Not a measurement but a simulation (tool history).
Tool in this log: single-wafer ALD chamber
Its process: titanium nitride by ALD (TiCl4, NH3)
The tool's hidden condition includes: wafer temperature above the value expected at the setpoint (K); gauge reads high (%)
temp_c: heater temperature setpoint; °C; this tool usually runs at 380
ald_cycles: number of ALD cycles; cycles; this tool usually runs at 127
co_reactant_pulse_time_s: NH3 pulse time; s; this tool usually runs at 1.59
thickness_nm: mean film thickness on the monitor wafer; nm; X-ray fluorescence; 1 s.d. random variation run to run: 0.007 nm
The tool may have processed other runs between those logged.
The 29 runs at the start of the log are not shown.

run	hour	temp_c	ald_cycles	co_reactant_pulse_time_s	wafers since the last listed run	hours since the last thermocouple change	hours since the showerhead was replaced	hours since the gauge calibration	read-back reference wafer on the same gauge, thickness_nm	thickness_nm
# hour 1979.4: thermocouple changed; heater temperature recalibrated
30	2043.6	393	117	1.12	255	64.2	368.6	2291.3	3.227	2.515
31	2103.3	380	107	1.3	160	123.9	428.3	2351	3.226	2.279
32	2275.9	380	119	1.59	463	296.5	600.9	2523.6	3.216	2.574
33	2366.3	370	103	1.59	242	386.9	691.3	2614	3.215	2.191
34	2530.9	392	127	1.92	442	551.5	855.9	2778.6	3.21	2.776
# hour 2533.5: gauge calibrated
35	2747.7	380	127	1.59	582	768.3	1072.7	214.2	3.298	2.789
36	2793.6	391	115	1.14	123	814.2	1118.6	260.1	3.295	2.512
37	3078.2	394	127	1.12	764	1098.8	1403.2	544.7	3.291	2.796
38	3136.6	380	127	1.14	156	1157.2	1461.6	603.1	3.285	2.739
39	3196.2	380	127	1.59	160	1216.8	1521.2	662.7	3.283	2.788

5 options for the next run, each taken on its own from the tool as it stands now. Forecast them:
A	3196.9	380	127	1.59	1	1217.5	1521.9	663.4	?	?
B	3196.9	365	143	1.97	1	1217.5	1521.9	663.4	?	?
C	3196.9	367	139	1.34	1	1217.5	1521.9	663.4	?	?
D	3196.9	386	146	1.95	1	1217.5	1521.9	663.4	?	?
E	3196.9	390	105	1.43	1	1217.5	1521.9	663.4	?	?

run	read-back reference wafer on the same gauge, thickness_nm	thickness_nm
A	3.285	2.791
B	3.285	3.11
C	3.285	2.951
D	3.285	3.263
E	3.285	2.32
Had the tool no hidden state, the same runs would have come out as:
run	thickness_nm
A	2.814
B	3.135
C	2.975
D	3.29
E	2.339

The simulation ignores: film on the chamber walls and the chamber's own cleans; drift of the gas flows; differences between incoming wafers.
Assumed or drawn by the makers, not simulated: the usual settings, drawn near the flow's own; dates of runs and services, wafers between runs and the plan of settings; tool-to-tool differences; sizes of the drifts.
